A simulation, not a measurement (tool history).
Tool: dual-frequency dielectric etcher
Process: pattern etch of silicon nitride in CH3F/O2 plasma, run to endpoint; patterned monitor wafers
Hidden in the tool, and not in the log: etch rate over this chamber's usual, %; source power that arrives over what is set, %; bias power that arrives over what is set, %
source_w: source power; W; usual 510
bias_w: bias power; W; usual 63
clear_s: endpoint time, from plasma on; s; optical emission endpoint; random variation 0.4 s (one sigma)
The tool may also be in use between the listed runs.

| run | hour | source_w | bias_w | wafers since the last listed run | hours since the last wet clean | hours since the last source power generator calibration | hours since the last bias power generator calibration | hours since the last upper electrode change | incoming incoming film thickness, nm | clear_s |
|---|---|---|---|---|---|---|---|---|---|---|
| 1 | 0.0 | 510 | 63 | 0 | 460.4 | 2302.3 | 3755.8 | 5254.6 | 92.9 | 103.4 |
| 2 | 8.2 | 510 | 63 | 68 | 468.6 | 2310.5 | 3764.0 | 5262.8 | 92.1 | 102.1 |
| 3 | 24.8 | 510 | 63 | 138 | 485.2 | 2327.1 | 3780.6 | 5279.4 | 92.6 | 103.0 |
| 4 | 38.1 | 510 | 63 | 111 | 498.5 | 2340.4 | 3793.9 | 5292.7 | 91.7 | 102.1 |
| 5 | 49.5 | 510 | 63 | 95 | 509.9 | 2351.8 | 3805.3 | 5304.1 | 92.9 | 103.5 |
| 6 | 64.4 | 510 | 63 | 124 | 524.8 | 2366.7 | 3820.2 | 5319.0 | 92.2 | 102.2 |
|  | 70.0 | source power generator calibrated |
|  | 90.7 | wet clean of the chamber |
|  | 93.4 | upper electrode replaced |
| 7 | 93.9 | 510 | 63 | 17 | 3.2 | 23.9 | 3849.7 | 0.5 | 92.2 | 106.2 |
| 8 | 94.3 | 510 | 68 | 3 | 3.6 | 24.3 | 3850.1 | 0.9 | 93.6 | 105.7 |
| 9 | 98.0 | 510 | 68 | 30 | 7.3 | 28.0 | 3853.8 | 4.6 | 92.7 | 104.8 |
| 10 | 104.1 | 510 | 57 | 51 | 13.4 | 34.1 | 3859.9 | 10.7 | 92.3 | 109.3 |
| 11 | 114.5 | 510 | 63 | 86 | 23.8 | 44.5 | 3870.3 | 21.1 | 92.8 | 106.7 |
| 12 | 126.8 | 600 | 75 | 102 | 36.1 | 56.8 | 3882.6 | 33.4 | 92.7 | 98.0 |
| 13 | 143.4 | 600 | 71 | 138 | 52.7 | 73.4 | 3899.2 | 50.0 | 92.3 | 98.7 |
| 14 | 156.6 | 440 | 48 | 110 | 65.9 | 86.6 | 3912.4 | 63.2 | 92.0 | 116.9 |
| 15 | 166.5 | 600 | 75 | 82 | 75.8 | 96.5 | 3922.3 | 73.1 | 93.5 | 97.9 |
|  | 173.5 | bias power generator calibrated |
| 16 | 175.9 | 410 | 63 | 45 | 85.2 | 105.9 | 2.4 | 82.5 | 93.2 | 111.5 |
| 17 | 182.4 | 450 | 72 | 54 | 91.7 | 112.4 | 8.9 | 89.0 | 92.3 | 104.4 |
| 18 | 214.8 | 560 | 55 | 271 | 124.1 | 144.8 | 41.3 | 121.4 | 91.8 | 107.0 |
| 19 | 229.0 | 630 | 73 | 118 | 138.3 | 159.0 | 55.5 | 135.6 | 93.1 | 97.1 |

4 ways to go on from here, each from the tool as it stands after run 19. What would each give?
| A | 229.5 | 460 | 63 | 4 | 138.8 | 159.5 | 56.0 | 136.1 | 92.2 | ? |
| B | 229.5 | 510 | 75 | 4 | 138.8 | 159.5 | 56.0 | 136.1 | 92.2 | ? |
| C | 229.5 | 610 | 74 | 4 | 138.8 | 159.5 | 56.0 | 136.1 | 92.2 | ? |
| D | 229.5 | 460 | 78 | 4 | 138.8 | 159.5 | 56.0 | 136.1 | 92.2 | ? |

| run | clear_s |
|---|---|
| A | 107.3 |
| B | 99.9 |
| C | 96.2 |
| D | 101.0 |
Without the tool's hidden state the same runs would have given:
| run | clear_s |
|---|---|
| A | 108.3 |
| B | 100.8 |
| C | 97.2 |
| D | 101.9 |
